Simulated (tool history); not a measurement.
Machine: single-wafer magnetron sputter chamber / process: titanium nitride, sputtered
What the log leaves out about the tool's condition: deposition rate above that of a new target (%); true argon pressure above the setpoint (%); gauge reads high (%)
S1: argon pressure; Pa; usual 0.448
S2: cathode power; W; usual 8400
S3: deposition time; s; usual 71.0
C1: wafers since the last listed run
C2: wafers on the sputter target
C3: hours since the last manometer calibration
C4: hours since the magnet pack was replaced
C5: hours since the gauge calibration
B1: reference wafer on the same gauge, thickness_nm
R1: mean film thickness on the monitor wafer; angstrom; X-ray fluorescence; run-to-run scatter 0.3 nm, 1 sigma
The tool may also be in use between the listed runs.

run	hour	S1	S2	S3	C1	C2	C3	C4	C5	B1	R1
1	0.0	0.335	8400	71.0	0	3586	1207.4	2973.7	350.4	118.935	1091.16
2	53.9	0.335	8400	71.0	599	4185	1261.3	3027.6	404.3	118.892	1090.53
3	92.1	0.448	8400	60.0	424	4610	1299.5	3065.8	442.5	118.967	892.81
4	145.5	0.448	8400	71.0	593	5203	1352.9	3119.2	495.9	119.085	1046.79
# hour 188.6: sputter target and shields replaced
5	190.7	0.448	8400	71.0	413	23	1398.1	3164.4	541.1	119.026	1082.76
# hour 226.2: gauge calibrated
6	260.0	0.448	8400	71.0	770	793	1467.4	3233.7	33.8	118.913	1075.31
7	331.7	0.448	8400	71.0	796	1590	1539.1	3305.4	105.5	119.085	1070.86
8	402.2	0.448	8400	71.0	783	2373	1609.6	3375.9	176.0	119.038	1066.03
9	460.8	0.448	8400	71.0	651	3025	1668.2	3434.5	234.6	118.983	1066.08
10	520.8	0.577	8400	71.0	666	3691	1728.2	3494.5	294.6	118.990	1021.46
11	573.0	0.508	8400	71.0	580	4272	1780.4	3546.7	346.8	119.068	1043.69
# hour 680.8: capacitance manometer re-zeroed and calibrated
# hour 759.8: sputter target and shields replaced
12	774.3	0.448	8400	71.0	2059	160	93.5	3748.0	548.1	118.856	1075.08
# hour 839.7: magnet pack replaced
13	840.5	0.596	8400	61.1	646	807	159.7	0.8	614.3	119.059	877.56
14	880.1	0.590	8400	71.0	440	1247	199.3	40.4	653.9	119.079	1021.68
# hour 889.7: gauge calibrated
15	930.8	0.448	9250	71.0	563	1811	250.0	91.1	41.1	119.035	1165.84
16	973.6	0.524	10000	82.7	475	2286	292.8	133.9	83.9	118.893	1442.05
17	1027.8	0.448	8400	71.0	602	2889	347.0	188.1	138.1	119.045	1063.74
18	1092.9	0.316	9400	76.0	723	3612	412.1	253.2	203.2	119.033	1316.39
19	1151.0	0.555	7050	79.4	645	4258	470.2	311.3	261.3	118.988	957.70
20	1278.1	0.448	8400	71.0	1412	5671	597.3	438.4	388.4	119.028	1047.48

Predict each of these 4 candidate next runs independently; none follows another, all start after run 20:
A	1278.5	0.448	8400	71.0	4	5675	597.7	438.8	388.8	?	?
B	1278.5	0.523	6500	66.8	4	5675	597.7	438.8	388.8	?	?
C	1278.5	0.506	10400	65.9	4	5675	597.7	438.8	388.8	?	?
D	1278.5	0.597	8400	61.1	4	5675	597.7	438.8	388.8	?	?

run	B1	R1
A	119.007	1043.58
B	119.007	741.91
C	119.007	1177.37
D	119.007	856.81
With the hidden condition removed and each run's random variation left untouched, the same runs would have given:
run	R1
A	1068.15
B	758.44
C	1203.94
D	874.86
